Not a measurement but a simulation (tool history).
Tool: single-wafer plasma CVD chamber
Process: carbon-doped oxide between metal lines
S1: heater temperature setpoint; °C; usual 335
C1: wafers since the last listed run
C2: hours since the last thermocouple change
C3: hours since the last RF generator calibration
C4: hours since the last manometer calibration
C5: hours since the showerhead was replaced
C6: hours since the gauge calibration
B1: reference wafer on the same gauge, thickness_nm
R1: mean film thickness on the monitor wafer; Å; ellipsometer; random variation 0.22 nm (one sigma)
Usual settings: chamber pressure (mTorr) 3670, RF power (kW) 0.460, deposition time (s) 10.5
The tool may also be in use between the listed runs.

{"run": 1, "hour": 0.0, "S1": 335, "chamber pressure (mTorr)": 3670, "RF power (kW)": 0.46, "deposition time (s)": 10.5, "C1": 0, "C2": 426.3, "C3": 945.6, "C4": 1968.2, "C5": 7600.6, "C6": 597.7, "B1": 63.286, "R1": 537.01}
{"run": 2, "hour": 70.3, "S1": 335, "chamber pressure (mTorr)": 3670, "RF power (kW)": 0.46, "deposition time (s)": 10.5, "C1": 2130, "C2": 496.6, "C3": 1015.9, "C4": 2038.5, "C5": 7670.9, "C6": 668.0, "B1": 63.254, "R1": 533.77}
{"run": 3, "hour": 124.9, "S1": 335, "chamber pressure (mTorr)": 3670, "RF power (kW)": 0.46, "deposition time (s)": 10.5, "C1": 1654, "C2": 551.2, "C3": 1070.5, "C4": 2093.1, "C5": 7725.5, "C6": 722.6, "B1": 63.236, "R1": 533.49}
{"run": 4, "hour": 179.2, "S1": 335, "chamber pressure (mTorr)": 3670, "RF power (kW)": 0.46, "deposition time (s)": 10.5, "C1": 1645, "C2": 605.5, "C3": 1124.8, "C4": 2147.4, "C5": 7779.8, "C6": 776.9, "B1": 63.271, "R1": 530.8}
{"run": 5, "hour": 216.0, "S1": 335, "chamber pressure (mTorr)": 3010, "RF power (kW)": 0.46, "deposition time (s)": 11.2, "C1": 1115, "C2": 642.3, "C3": 1161.6, "C4": 2184.2, "C5": 7816.6, "C6": 813.7, "B1": 63.354, "R1": 560.26}
{"hour": 256.5, "done": "RF generator calibrated"}
{"run": 6, "hour": 257.0, "S1": 335, "chamber pressure (mTorr)": 3010, "RF power (kW)": 0.46, "deposition time (s)": 11.2, "C1": 999, "C2": 683.3, "C3": 0.5, "C4": 2225.2, "C5": 7857.6, "C6": 854.7, "B1": 63.319, "R1": 550.4}
{"run": 7, "hour": 315.4, "S1": 324, "chamber pressure (mTorr)": 4220, "RF power (kW)": 0.46, "deposition time (s)": 10.5, "C1": 1769, "C2": 741.7, "C3": 58.9, "C4": 2283.6, "C5": 7916.0, "C6": 913.1, "B1": 63.319, "R1": 556.13}
{"run": 8, "hour": 385.2, "S1": 335, "chamber pressure (mTorr)": 3670, "RF power (kW)": 0.46, "deposition time (s)": 10.5, "C1": 2114, "C2": 811.5, "C3": 128.7, "C4": 2353.4, "C5": 7985.8, "C6": 982.9, "B1": 63.392, "R1": 522.21}
{"run": 9, "hour": 455.0, "S1": 335, "chamber pressure (mTorr)": 3310, "RF power (kW)": 0.46, "deposition time (s)": 10.5, "C1": 2114, "C2": 881.3, "C3": 198.5, "C4": 2423.2, "C5": 8055.6, "C6": 1052.7, "B1": 63.337, "R1": 516.73}
{"run": 10, "hour": 518.1, "S1": 321, "chamber pressure (mTorr)": 3670, "RF power (kW)": 0.415, "deposition time (s)": 10.5, "C1": 1911, "C2": 944.4, "C3": 261.6, "C4": 2486.3, "C5": 8118.7, "C6": 1115.8, "B1": 63.195, "R1": 519.78}
{"run": 11, "hour": 554.2, "S1": 327, "chamber pressure (mTorr)": 3210, "RF power (kW)": 0.5, "deposition time (s)": 11.8, "C1": 1093, "C2": 980.5, "C3": 297.7, "C4": 2522.4, "C5": 8154.8, "C6": 1151.9, "B1": 63.305, "R1": 617.32}
{"hour": 578.3, "done": "thermocouple changed; heater temperature recalibrated"}
{"run": 12, "hour": 605.3, "S1": 335, "chamber pressure (mTorr)": 4370, "RF power (kW)": 0.46, "deposition time (s)": 10.5, "C1": 1305, "C2": 27.0, "C3": 348.8, "C4": 2573.5, "C5": 8205.9, "C6": 1203.0, "B1": 63.311, "R1": 527.05}
{"hour": 615.6, "done": "RF generator calibrated, repeated, since the last time left the tool worse"}
{"hour": 627.9, "done": "gauge calibrated"}
{"hour": 634.1, "done": "capacitance manometer re-zeroed and calibrated"}
{"run": 13, "hour": 673.8, "S1": 335, "chamber pressure (mTorr)": 3670, "RF power (kW)": 0.46, "deposition time (s)": 10.5, "C1": 1590, "C2": 95.5, "C3": 58.2, "C4": 39.7, "C5": 8274.4, "C6": 45.9, "B1": 63.235, "R1": 542.64}
{"run": 14, "hour": 710.2, "S1": 335, "chamber pressure (mTorr)": 3670, "RF power (kW)": 0.46, "deposition time (s)": 10.5, "C1": 1102, "C2": 131.9, "C3": 94.6, "C4": 76.1, "C5": 8310.8, "C6": 82.3, "B1": 63.301, "R1": 543.93}
{"hour": 737.4, "done": "showerhead replaced"}
{"run": 15, "hour": 780.0, "S1": 335, "chamber pressure (mTorr)": 3670, "RF power (kW)": 0.545, "deposition time (s)": 8.6, "C1": 1872, "C2": 201.7, "C3": 164.4, "C4": 145.9, "C5": 42.6, "C6": 152.1, "B1": 63.283, "R1": 480.91}
{"run": 16, "hour": 824.1, "S1": 335, "chamber pressure (mTorr)": 3670, "RF power (kW)": 0.46, "deposition time (s)": 10.5, "C1": 1336, "C2": 245.8, "C3": 208.5, "C4": 190.0, "C5": 86.7, "C6": 196.2, "B1": 63.343, "R1": 541.27}
{"run": 17, "hour": 869.6, "S1": 335, "chamber pressure (mTorr)": 3670, "RF power (kW)": 0.43, "deposition time (s)": 8.8, "C1": 1378, "C2": 291.3, "C3": 254.0, "C4": 235.5, "C5": 132.2, "C6": 241.7, "B1": 63.279, "R1": 437.54}
{"run": 18, "hour": 916.9, "S1": 321, "chamber pressure (mTorr)": 3670, "RF power (kW)": 0.46, "deposition time (s)": 11.7, "C1": 1433, "C2": 338.6, "C3": 301.3, "C4": 282.8, "C5": 179.5, "C6": 289.0, "B1": 63.307, "R1": 632.55}
{"run": 19, "hour": 988.3, "S1": 335, "chamber pressure (mTorr)": 3670, "RF power (kW)": 0.46, "deposition time (s)": 10.5, "C1": 2163, "C2": 410.0, "C3": 372.7, "C4": 354.2, "C5": 250.9, "C6": 360.4, "B1": 63.212, "R1": 537.89}
{"run": 20, "hour": 1020.4, "S1": 335, "chamber pressure (mTorr)": 3670, "RF power (kW)": 0.46, "deposition time (s)": 10.5, "C1": 972, "C2": 442.1, "C3": 404.8, "C4": 386.3, "C5": 283.0, "C6": 392.5, "B1": 63.223, "R1": 537.81}
{"run": 21, "hour": 1137.3, "S1": 335, "chamber pressure (mTorr)": 3670, "RF power (kW)": 0.46, "deposition time (s)": 11.1, "C1": 3542, "C2": 559.0, "C3": 521.7, "C4": 503.2, "C5": 399.9, "C6": 509.4, "B1": 63.257, "R1": 568.13}
{"run": 22, "hour": 1191.6, "S1": 335, "chamber pressure (mTorr)": 3670, "RF power (kW)": 0.46, "deposition time (s)": 10.5, "C1": 1645, "C2": 613.3, "C3": 576.0, "C4": 557.5, "C5": 454.2, "C6": 563.7, "B1": 63.261, "R1": 538.64}
{"run": 23, "hour": 1256.1, "S1": 341, "chamber pressure (mTorr)": 3670, "RF power (kW)": 0.525, "deposition time (s)": 10.5, "C1": 1954, "C2": 677.8, "C3": 640.5, "C4": 622.0, "C5": 518.7, "C6": 628.2, "B1": 63.249, "R1": 561.5}
{"run": 24, "hour": 1311.7, "S1": 348, "chamber pressure (mTorr)": 3670, "RF power (kW)": 0.46, "deposition time (s)": 12.0, "C1": 1684, "C2": 733.4, "C3": 696.1, "C4": 677.6, "C5": 574.3, "C6": 683.8, "B1": 63.308, "R1": 580.96}
{"run": 25, "hour": 1371.1, "S1": 335, "chamber pressure (mTorr)": 3670, "RF power (kW)": 0.46, "deposition time (s)": 10.5, "C1": 1799, "C2": 792.8, "C3": 755.5, "C4": 737.0, "C5": 633.7, "C6": 743.2, "B1": 63.254, "R1": 533.08}
{"run": 26, "hour": 1430.3, "S1": 335, "chamber pressure (mTorr)": 2820, "RF power (kW)": 0.46, "deposition time (s)": 10.5, "C1": 1793, "C2": 852.0, "C3": 814.7, "C4": 796.2, "C5": 692.9, "C6": 802.4, "B1": 63.292, "R1": 523.82}

Run 27 comes next. What will it give?
{"hour": 1464.5, "done": "thermocouple changed; heater temperature recalibrated"}
{"run": 27, "hour": 1472.2, "S1": 340, "chamber pressure (mTorr)": 3670, "RF power (kW)": 0.425, "deposition time (s)": 10.5, "C1": 1027, "C2": 7.7, "C3": 856.6, "C4": 838.1, "C5": 734.8, "C6": 844.3, "B1": "?", "R1": "?"}

Run 27 gave B1 63.287, R1 504.84 Å.
Without the tool's hidden state the same run would have given R1 515.44 Å.
